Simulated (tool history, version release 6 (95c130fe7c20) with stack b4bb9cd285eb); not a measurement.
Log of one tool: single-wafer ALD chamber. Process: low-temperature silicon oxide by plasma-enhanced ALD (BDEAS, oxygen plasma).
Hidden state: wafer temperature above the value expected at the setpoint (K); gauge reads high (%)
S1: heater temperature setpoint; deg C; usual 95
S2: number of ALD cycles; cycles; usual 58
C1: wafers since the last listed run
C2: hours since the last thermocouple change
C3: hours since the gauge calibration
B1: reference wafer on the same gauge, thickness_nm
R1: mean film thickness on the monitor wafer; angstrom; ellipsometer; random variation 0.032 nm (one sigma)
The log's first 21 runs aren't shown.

run 22 hour=1562.3 | S1=89 S2=51 | C1=569 C2=1718.4 C3=288.3 | B1=9.269 | R1=83.09
run 23 hour=1612.8 | S1=95 S2=58 | C1=349 C2=1768.9 C3=338.8 | B1=9.264 | R1=91.53
run 24 hour=1661.7 | S1=88 S2=47 | C1=337 C2=1817.8 C3=387.7 | B1=9.259 | R1=76.04
run 25 hour=1742.3 | S1=108 S2=53 | C1=557 C2=1898.4 C3=468.3 | B1=9.255 | R1=80.22
run 26 hour=1843.7 | S1=83 S2=67 | C1=700 C2=1999.8 C3=569.7 | B1=9.275 | R1=112.01
run 27 hour=1944.8 | S1=85 S2=47 | C1=698 C2=2100.9 C3=670.8 | B1=9.265 | R1=77.26
-- hour=1995.7 thermocouple changed; heater temperature recalibrated
run 28 hour=2027.9 | S1=90 S2=50 | C1=519 C2=32.2 C3=753.9 | B1=9.261 | R1=78.63
run 29 hour=2090.1 | S1=103 S2=54 | C1=429 C2=94.4 C3=816.1 | B1=9.256 | R1=81.72
run 30 hour=2147.8 | S1=104 S2=54 | C1=398 C2=152.1 C3=873.8 | B1=9.266 | R1=81.77
run 31 hour=2197 | S1=95 S2=67 | C1=340 C2=201.3 C3=923 | B1=9.249 | R1=103.21
run 32 hour=2239.2 | S1=95 S2=54 | C1=291 C2=243.5 C3=965.2 | B1=9.266 | R1=83.91
run 33 hour=2450.9 | S1=95 S2=58 | C1=1463 C2=455.2 C3=1176.9 | B1=9.27 | R1=90.28
run 34 hour=2501.2 | S1=103 S2=65 | C1=347 C2=505.5 C3=1227.2 | B1=9.27 | R1=98.79
run 35 hour=2557.5 | S1=95 S2=58 | C1=389 C2=561.8 C3=1283.5 | B1=9.259 | R1=90.52
run 36 hour=2611 | S1=95 S2=58 | C1=369 C2=615.3 C3=1337 | B1=9.254 | R1=90.83

Run 37 comes next. What will it give?
run 37 hour=2681.9 | S1=89 S2=58 | C1=490 C2=686.2 C3=1407.9 | B1=? | R1=?

{"run 37": {"B1": 9.254, "R1": 93.06}}
Without the tool's hidden state the same run would have given R1 91.82 angstrom.
